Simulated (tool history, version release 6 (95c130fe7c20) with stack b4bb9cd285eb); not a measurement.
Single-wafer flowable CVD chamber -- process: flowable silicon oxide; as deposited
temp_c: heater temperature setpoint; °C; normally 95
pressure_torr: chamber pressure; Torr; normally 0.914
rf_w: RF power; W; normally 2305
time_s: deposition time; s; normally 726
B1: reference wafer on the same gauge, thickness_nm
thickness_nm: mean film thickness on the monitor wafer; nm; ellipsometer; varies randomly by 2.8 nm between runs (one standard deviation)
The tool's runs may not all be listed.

run 1 hour=0 | temp_c=95 pressure_torr=0.914 rf_w=2600 time_s=726 | B1=564.122 | thickness_nm=696.434
run 2 hour=19.2 | temp_c=95 pressure_torr=0.914 rf_w=2600 time_s=726 | B1=564.374 | thickness_nm=690.077
run 3 hour=51.6 | temp_c=95 pressure_torr=0.914 rf_w=2460 time_s=726 | B1=564.846 | thickness_nm=689.895
run 4 hour=68.1 | temp_c=95 pressure_torr=0.914 rf_w=2305 time_s=614 | B1=566.834 | thickness_nm=579.258
run 5 hour=84.9 | temp_c=95 pressure_torr=0.914 rf_w=2305 time_s=614 | B1=566.626 | thickness_nm=581.52
run 6 hour=97.9 | temp_c=95 pressure_torr=0.914 rf_w=2305 time_s=726 | B1=566.834 | thickness_nm=680.522
run 7 hour=122.7 | temp_c=95 pressure_torr=0.914 rf_w=2305 time_s=726 | B1=567.256 | thickness_nm=680.942
run 8 hour=150.5 | temp_c=95 pressure_torr=0.914 rf_w=2305 time_s=726 | B1=568.984 | thickness_nm=684.131
run 9 hour=168.7 | temp_c=95 pressure_torr=0.914 rf_w=2305 time_s=645 | B1=567.841 | thickness_nm=607.727
run 10 hour=187.2 | temp_c=95 pressure_torr=0.914 rf_w=2305 time_s=726 | B1=568.841 | thickness_nm=684.375
run 11 hour=202.1 | temp_c=95 pressure_torr=0.914 rf_w=2305 time_s=726 | B1=569.52 | thickness_nm=686.866
run 12 hour=215.2 | temp_c=95 pressure_torr=0.914 rf_w=2305 time_s=726 | B1=569.671 | thickness_nm=685.806
-- hour=241.3 gauge calibrated
run 13 hour=248.5 | temp_c=81 pressure_torr=0.914 rf_w=1955 time_s=726 | B1=564.445 | thickness_nm=959.561
run 14 hour=273.3 | temp_c=95 pressure_torr=0.914 rf_w=2305 time_s=726 | B1=564.093 | thickness_nm=681.965
run 15 hour=298.2 | temp_c=95 pressure_torr=0.914 rf_w=2465 time_s=675 | B1=565.463 | thickness_nm=639.891
-- hour=329.7 capacitance manometer re-zeroed and calibrated
run 16 hour=330.2 | temp_c=95 pressure_torr=0.914 rf_w=2600 time_s=726 | B1=565.058 | thickness_nm=698.958
run 17 hour=354.4 | temp_c=95 pressure_torr=0.914 rf_w=1945 time_s=776 | B1=566.317 | thickness_nm=700.551
-- hour=367 showerhead replaced
run 18 hour=383 | temp_c=108 pressure_torr=0.914 rf_w=2305 time_s=630 | B1=567.069 | thickness_nm=402.476
run 19 hour=396.1 | temp_c=85 pressure_torr=0.856 rf_w=2045 time_s=726 | B1=567.364 | thickness_nm=836.279
run 20 hour=411.4 | temp_c=95 pressure_torr=0.914 rf_w=2305 time_s=726 | B1=567.95 | thickness_nm=681.058
-- hour=453.4 thermocouple changed; heater temperature recalibrated
-- hour=453.8 RF generator calibrated
run 21 hour=498.9 | temp_c=95 pressure_torr=0.914 rf_w=2305 time_s=726 | B1=569.257 | thickness_nm=683.081
run 22 hour=529.9 | temp_c=102 pressure_torr=0.914 rf_w=2305 time_s=726 | B1=570.216 | thickness_nm=559.366
run 23 hour=603.5 | temp_c=95 pressure_torr=0.914 rf_w=2305 time_s=726 | B1=572.366 | thickness_nm=692.761
run 24 hour=622.9 | temp_c=99 pressure_torr=0.914 rf_w=2665 time_s=769 | B1=571.87 | thickness_nm=663.549
run 25 hour=649 | temp_c=102 pressure_torr=0.914 rf_w=1865 time_s=782 | B1=572.157 | thickness_nm=575.218

4 ways to go on from here, each from the tool as it stands after run 25. What would each give?
run A hour=649.6 | temp_c=95 pressure_torr=0.914 rf_w=2305 time_s=726 | B1=? | thickness_nm=?
run B hour=649.6 | temp_c=104 pressure_torr=0.914 rf_w=2550 time_s=726 | B1=? | thickness_nm=?
run C hour=649.6 | temp_c=85 pressure_torr=1.002 rf_w=2305 time_s=672 | B1=? | thickness_nm=?
run D hour=649.6 | temp_c=95 pressure_torr=0.711 rf_w=2305 time_s=770 | B1=? | thickness_nm=?

run=A B1=572.896 thickness_nm=688.021
run=B B1=572.896 thickness_nm=538.543
run=C B1=572.896 thickness_nm=906.449
run=D B1=572.896 thickness_nm=600.042
The same runs, with their run-to-run variation unchanged, on a tool lacking any hidden condition would have given:
run=A thickness_nm=676.487
run=B thickness_nm=529.515
run=C thickness_nm=891.253
run=D thickness_nm=589.983
